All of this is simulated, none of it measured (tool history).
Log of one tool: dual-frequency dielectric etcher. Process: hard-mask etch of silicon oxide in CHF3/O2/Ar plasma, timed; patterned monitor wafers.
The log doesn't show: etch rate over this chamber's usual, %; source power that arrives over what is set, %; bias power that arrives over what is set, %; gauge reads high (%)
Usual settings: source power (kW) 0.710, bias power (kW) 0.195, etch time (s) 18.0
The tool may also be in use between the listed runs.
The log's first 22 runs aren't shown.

run	hour	source power (kW)	bias power (kW)	etch time (s)	wafers since the last listed run	hours since the last wet clean	hours since the last source power generator calibration	hours since the last bias power generator calibration	hours since the last upper electrode change	hours since the gauge calibration	read-back reference wafer on the same gauge, depth_nm	mean etch depth across the wafer (angstrom)
23	246.6	0.780	0.154	23.0	116	87.6	208.3	155.9	138.0	147.4	43.24	526.4
24	260.8	0.710	0.195	18.0	208	101.8	222.5	170.1	152.2	161.6	43.24	433.3
25	274.9	0.780	0.241	12.5	207	115.9	236.6	184.2	166.3	175.7	43.24	335.5
26	286.6	0.870	0.195	14.0	172	127.6	248.3	195.9	178.0	187.4	43.19	362.6
27	299.8	0.710	0.195	14.0	194	140.8	261.5	209.1	191.2	200.6	43.27	337.5
28	314.0	0.570	0.195	21.5	208	155.0	275.7	223.3	205.4	214.8	43.29	478.6
29	327.4	0.770	0.195	16.0	197	168.4	289.1	236.7	218.8	228.2	43.24	400.5
30	342.8	0.710	0.195	18.0	226	183.8	304.5	252.1	234.2	243.6	43.25	437.7

Forecast each of these 4 alternatives for the next run:
A	343.2	0.710	0.195	18.0	5	184.2	304.9	252.5	234.6	244.0	?	?
B	343.2	0.580	0.195	15.5	5	184.2	304.9	252.5	234.6	244.0	?	?
C	343.2	0.650	0.242	12.5	5	184.2	304.9	252.5	234.6	244.0	?	?
D	343.2	0.710	0.242	21.5	5	184.2	304.9	252.5	234.6	244.0	?	?

run	read-back reference wafer on the same gauge, depth_nm	mean etch depth across the wafer (angstrom)
A	43.24	436.6
B	43.24	347.5
C	43.24	317.4
D	43.24	564.8
Without the tool's hidden state the same runs would have given:
run	mean etch depth across the wafer (angstrom)
A	430.0
B	342.3
C	312.6
D	556.3

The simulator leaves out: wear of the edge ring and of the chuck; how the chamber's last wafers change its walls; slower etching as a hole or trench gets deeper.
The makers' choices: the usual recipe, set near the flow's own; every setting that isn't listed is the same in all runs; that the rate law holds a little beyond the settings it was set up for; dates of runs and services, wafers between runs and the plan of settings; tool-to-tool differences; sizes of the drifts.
